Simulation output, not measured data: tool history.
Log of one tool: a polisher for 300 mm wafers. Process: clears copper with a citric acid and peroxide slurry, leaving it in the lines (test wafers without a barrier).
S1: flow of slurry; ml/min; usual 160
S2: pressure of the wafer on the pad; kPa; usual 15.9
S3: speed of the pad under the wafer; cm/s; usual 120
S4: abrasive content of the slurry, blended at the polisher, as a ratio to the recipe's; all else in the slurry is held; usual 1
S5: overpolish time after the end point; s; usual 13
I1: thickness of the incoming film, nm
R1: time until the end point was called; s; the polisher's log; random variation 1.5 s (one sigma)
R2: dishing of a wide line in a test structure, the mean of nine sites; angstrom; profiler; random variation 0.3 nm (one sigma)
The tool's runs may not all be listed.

run 1 hour=0 | S1=160 S2=15.9 S3=120 S4=1 S5=13 | I1=196.3 | R1=93.8 R2=203
-- hour=37.5 worn pad replaced by a new one, of another model than before
run 2 hour=64.5 | S1=160 S2=15.9 S3=120 S4=1 S5=13 | I1=194.4 | R1=84.8 R2=227
run 3 hour=99.3 | S1=160 S2=15.9 S3=120 S4=1 S5=13 | I1=195.5 | R1=84.8 R2=224
-- hour=114.5 slurry blender recalibrated
run 4 hour=129.4 | S1=160 S2=15.9 S3=120 S4=1 S5=13 | I1=192.4 | R1=84 R2=221
-- hour=147.7 head pressure recalibrated
run 5 hour=153.5 | S1=160 S2=15.9 S3=120 S4=1 S5=13 | I1=198.8 | R1=87.1 R2=217
run 6 hour=366.4 | S1=160 S2=15.9 S3=120 S4=1 S5=13 | I1=194.3 | R1=90.7 R2=207
run 7 hour=395.9 | S1=175 S2=15.9 S3=120 S4=1 S5=13 | I1=194.6 | R1=87.2 R2=210
run 8 hour=438.6 | S1=175 S2=15.9 S3=120 S4=1 S5=13 | I1=195 | R1=89.4 R2=208
run 9 hour=465.9 | S1=160 S2=13.1 S3=94 S4=1 S5=13 | I1=194.7 | R1=127.1 R2=161
-- hour=504.9 worn pad replaced by a new one
-- hour=538.1 slurry nozzle cleaned
run 10 hour=633.7 | S1=140 S2=15.9 S3=120 S4=1 S5=19 | I1=191.5 | R1=85.7 R2=291
-- hour=690.3 slurry blender recalibrated
run 11 hour=695 | S1=160 S2=15.9 S3=120 S4=1 S5=13 | I1=195.5 | R1=90.3 R2=218
run 12 hour=721.4 | S1=160 S2=12.4 S3=82 S4=1.25 S5=13 | I1=193.3 | R1=120.4 R2=156
run 13 hour=788.9 | S1=160 S2=15.9 S3=120 S4=1 S5=19 | I1=196.7 | R1=93.3 R2=292
run 14 hour=853.8 | S1=160 S2=15.9 S3=120 S4=1 S5=13 | I1=196.2 | R1=90.8 R2=203
-- hour=896.1 head pressure recalibrated
run 15 hour=899.7 | S1=160 S2=18.6 S3=120 S4=1 S5=16 | I1=195.1 | R1=80.8 R2=269
run 16 hour=946.9 | S1=160 S2=15.9 S3=120 S4=1 S5=13 | I1=195.5 | R1=93 R2=203
-- hour=1066 worn pad replaced by a new one
run 17 hour=1147.4 | S1=125 S2=20 S3=96 S4=0.75 S5=13 | I1=195 | R1=92.2 R2=204
run 18 hour=1172.7 | S1=105 S2=15.9 S3=92 S4=1 S5=7 | I1=195.9 | R1=116.7 R2=94
-- hour=1179.7 slurry blender recalibrated
run 19 hour=1238.4 | S1=160 S2=15.9 S3=120 S4=1 S5=13 | I1=191.4 | R1=84.6 R2=211
-- hour=1289.3 slurry nozzle cleaned
run 20 hour=1296 | S1=160 S2=12.4 S3=120 S4=1 S5=13 | I1=192.9 | R1=105.3 R2=179
run 21 hour=1348.4 | S1=160 S2=15.9 S3=120 S4=0.75 S5=20 | I1=198.8 | R1=96.4 R2=295
run 22 hour=1398.5 | S1=160 S2=15.9 S3=120 S4=1 S5=15 | I1=192 | R1=91 R2=233
run 23 hour=1453 | S1=130 S2=20.7 S3=120 S4=1 S5=13 | I1=195 | R1=81.9 R2=235
run 24 hour=1521.4 | S1=160 S2=15.9 S3=120 S4=1 S5=13 | I1=195 | R1=92.1 R2=206
run 25 hour=1566.8 | S1=210 S2=15.9 S3=120 S4=1 S5=13 | I1=198.5 | R1=92.7 R2=212
-- hour=1623.3 worn pad replaced by a new one
run 26 hour=1626.7 | S1=105 S2=15.9 S3=120 S4=1 S5=9 | I1=192.8 | R1=97 R2=138
-- hour=1635.5 slurry blender recalibrated
-- hour=1651.8 head pressure recalibrated
run 27 hour=1656.9 | S1=160 S2=20.7 S3=140 S4=1.2 S5=16 | I1=198.1 | R1=62.9 R2=348
run 28 hour=1711.6 | S1=160 S2=15.9 S3=120 S4=0.75 S5=10 | I1=193.7 | R1=89.4 R2=167
run 29 hour=1863.9 | S1=160 S2=15.9 S3=120 S4=1 S5=13 | I1=193.6 | R1=88.1 R2=214

Forecast each of these 3 alternatives for the next run:
run A hour=1864.4 | S1=160 S2=18.6 S3=120 S4=1 S5=13 | I1=194.9 | R1=? R2=?
run B hour=1864.4 | S1=215 S2=20 S3=120 S4=0.9 S5=13 | I1=194.9 | R1=? R2=?
run C hour=1864.4 | S1=160 S2=15.9 S3=120 S4=0.85 S5=13 | I1=194.9 | R1=? R2=?

run=A R1=78.3 R2=234
run=B R1=71.3 R2=255
run=C R1=90.3 R2=205
Without the tool's hidden state the same runs would have given:
run=A R1=73.6 R2=247
run=B R1=67 R2=269
run=C R1=84.9 R2=217

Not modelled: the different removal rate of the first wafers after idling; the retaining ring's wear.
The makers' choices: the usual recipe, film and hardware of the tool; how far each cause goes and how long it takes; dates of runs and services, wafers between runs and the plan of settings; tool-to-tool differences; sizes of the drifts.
